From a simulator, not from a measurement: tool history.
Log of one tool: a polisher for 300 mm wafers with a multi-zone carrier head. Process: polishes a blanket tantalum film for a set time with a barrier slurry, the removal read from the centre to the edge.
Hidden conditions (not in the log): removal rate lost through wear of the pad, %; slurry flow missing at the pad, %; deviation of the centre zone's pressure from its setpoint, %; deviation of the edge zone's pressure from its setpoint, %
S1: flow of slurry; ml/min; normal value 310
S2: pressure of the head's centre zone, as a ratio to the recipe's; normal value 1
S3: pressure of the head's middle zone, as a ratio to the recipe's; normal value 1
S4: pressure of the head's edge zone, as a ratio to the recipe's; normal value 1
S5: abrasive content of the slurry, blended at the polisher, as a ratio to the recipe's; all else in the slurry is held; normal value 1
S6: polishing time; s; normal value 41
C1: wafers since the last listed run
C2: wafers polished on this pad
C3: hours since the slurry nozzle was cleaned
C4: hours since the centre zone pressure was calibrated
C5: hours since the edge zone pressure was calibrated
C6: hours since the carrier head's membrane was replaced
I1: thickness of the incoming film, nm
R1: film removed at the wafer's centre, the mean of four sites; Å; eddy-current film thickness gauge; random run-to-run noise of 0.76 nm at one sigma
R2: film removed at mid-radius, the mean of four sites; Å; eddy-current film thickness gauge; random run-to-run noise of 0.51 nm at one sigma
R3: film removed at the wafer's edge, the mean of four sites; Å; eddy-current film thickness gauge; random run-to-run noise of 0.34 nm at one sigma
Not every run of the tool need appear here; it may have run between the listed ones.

Run 1, day 0: usual settings; C1 0; C2 10365; C3 32; C4 364.1; C5 435.1; C6 341.3; I1 371.6. Result: R1 512 Å, R2 487 Å, R3 499 Å.
At day 1.888: worn pad replaced by a new one.
Run 2, day 3.054: usual settings but S1 280 ml/min, S3 0.9, S4 0.91, S6 55 s; C1 1126; C2 455; C3 105.3; C4 437.4; C5 508.4; C6 414.6; I1 367.6. Result: R1 730 Å, R2 659 Å, R3 677 Å.
Run 3, day 7.392: usual settings; C1 1692; C2 2147; C3 209.4; C4 541.5; C5 612.5; C6 518.7; I1 370.4. Result: R1 533 Å, R2 510 Å, R3 517 Å.
Run 4, day 10.162: usual settings but S3 0.95; C1 1081; C2 3228; C3 275.9; C4 608; C5 679; C6 585.2; I1 371.3. Result: R1 528 Å, R2 499 Å, R3 511 Å.
Run 5, day 12.246: usual settings but S2 0.89, S6 55 s; C1 812; C2 4041; C3 325.9; C4 658; C5 729; C6 635.2; I1 364.4. Result: R1 614 Å, R2 682 Å, R3 681 Å.
Run 6, day 16.354: usual settings but S2 1.05, S3 0.94, S6 53 s; C1 1602; C2 5644; C3 424.5; C4 756.6; C5 827.6; C6 733.8; I1 373.3. Result: R1 713 Å, R2 618 Å, R3 650 Å.
Run 7, day 18.392: usual settings but S2 1.08; C1 794; C2 6439; C3 473.4; C4 805.5; C5 876.5; C6 782.7; I1 368.9. Result: R1 570 Å, R2 504 Å, R3 494 Å.
Run 8, day 22.05: usual settings but S1 250 ml/min; C1 1427; C2 7866; C3 561.2; C4 893.3; C5 964.3; C6 870.5; I1 375.7. Result: R1 508 Å, R2 491 Å, R3 489 Å.
Run 9, day 25.483: usual settings; C1 1339; C2 9205; C3 643.6; C4 975.7; C5 1046.7; C6 952.9; I1 369.7. Result: R1 518 Å, R2 499 Å, R3 496 Å.
Run 10, day 28.662: usual settings but S2 1.05; C1 1240; C2 10446; C3 719.9; C4 1052; C5 1123; C6 1029.2; I1 367.3. Result: R1 523 Å, R2 494 Å, R3 498 Å.
At day 32.7: worn pad replaced by a new one.
Run 11, day 33.025: usual settings but S3 0.95; C1 1636; C2 127; C3 824.6; C4 1156.7; C5 1227.7; C6 1133.9; I1 374.1. Result: R1 539 Å, R2 518 Å, R3 531 Å.
At day 34.688: slurry nozzle cleaned.
At day 36.979: edge zone pressure recalibrated.
Run 12, day 37.196: usual settings; C1 1578; C2 1705; C3 60.2; C4 1256.8; C5 5.2; C6 1234; I1 371.4. Result: R1 537 Å, R2 520 Å, R3 521 Å.
Run 13, day 39.329: usual settings but S2 0.96, S4 1.11, S5 0.75; C1 832; C2 2538; C3 111.4; C4 1308; C5 56.4; C6 1285.2; I1 367.8. Result: R1 470 Å, R2 476 Å, R3 498 Å.
At day 42.788: centre zone pressure recalibrated.
Run 14, day 43.475: usual settings but S2 0.92, S3 1.08; C1 1584; C2 4123; C3 210.9; C4 16.5; C5 155.9; C6 1384.7; I1 364.5. Result: R1 467 Å, R2 541 Å, R3 507 Å.
Run 15, day 46.067: usual settings but S1 375 ml/min, S5 1.15; C1 1011; C2 5134; C3 273.1; C4 78.7; C5 218.1; C6 1446.9; I1 364.3. Result: R1 539 Å, R2 515 Å, R3 525 Å.
Run 16, day 48.379: usual settings; C1 902; C2 6036; C3 328.6; C4 134.2; C5 273.6; C6 1502.4; I1 366.9. Result: R1 517 Å, R2 511 Å, R3 504 Å.
Run 17, day 51.083: usual settings; C1 1055; C2 7091; C3 393.5; C4 199.1; C5 338.5; C6 1567.3; I1 362.7. Result: R1 518 Å, R2 501 Å, R3 498 Å.
Run 18, day 54.488: usual settings but S5 0.75; C1 1328; C2 8419; C3 475.2; C4 280.8; C5 420.2; C6 1649; I1 368.3. Result: R1 466 Å, R2 464 Å, R3 461 Å.
Run 19, day 58.662: usual settings but S2 0.9, S5 0.85; C1 1628; C2 10048; C3 575.4; C4 381; C5 520.4; C6 1749.2; I1 367. Result: R1 440 Å, R2 481 Å, R3 472 Å.
At day 59.958: carrier head's membrane replaced by a new one.
At day 67.446: worn pad replaced by a new one.
Run 20, day 68.383: usual settings; C1 3646; C2 366; C3 808.7; C4 614.3; C5 753.7; C6 202.2; I1 366.6. Result: R1 547 Å, R2 540 Å, R3 530 Å.

Alternative continuations, all from the tool just after run 20; predict every row:
Run A, day 68.4: usual settings but S3 0.91; C1 6; C2 372; C3 809.1; C4 614.7; C5 754.1; C6 202.6; I1 370.9. Result: R1 ?, R2 ?, R3 ?.
Run B, day 68.4: usual settings but S2 0.96; C1 6; C2 372; C3 809.1; C4 614.7; C5 754.1; C6 202.6; I1 370.9. Result: R1 ?, R2 ?, R3 ?.
Run C, day 68.4: usual settings but S4 0.89; C1 6; C2 372; C3 809.1; C4 614.7; C5 754.1; C6 202.6; I1 370.9. Result: R1 ?, R2 ?, R3 ?.
Run D, day 68.4: usual settings but S2 0.93, S6 32 s; C1 6; C2 372; C3 809.1; C4 614.7; C5 754.1; C6 202.6; I1 370.9. Result: R1 ?, R2 ?, R3 ?.
Run E, day 68.4: usual settings but S1 415 ml/min, S2 1.06, S3 0.96, S6 52 s; C1 6; C2 372; C3 809.1; C4 614.7; C5 754.1; C6 202.6; I1 370.9. Result: R1 ?, R2 ?, R3 ?.

run   R1   R2   R3
  A  549  505  528
  B  527  541  527
  C  549  541  499
  D  398  422  411
  E  748  674  675
Without the tool's hidden state the same runs would have given:
run   R1   R2   R3
  A  556  512  535
  B  534  548  534
  C  556  548  506
  D  403  428  417
  E  758  683  684

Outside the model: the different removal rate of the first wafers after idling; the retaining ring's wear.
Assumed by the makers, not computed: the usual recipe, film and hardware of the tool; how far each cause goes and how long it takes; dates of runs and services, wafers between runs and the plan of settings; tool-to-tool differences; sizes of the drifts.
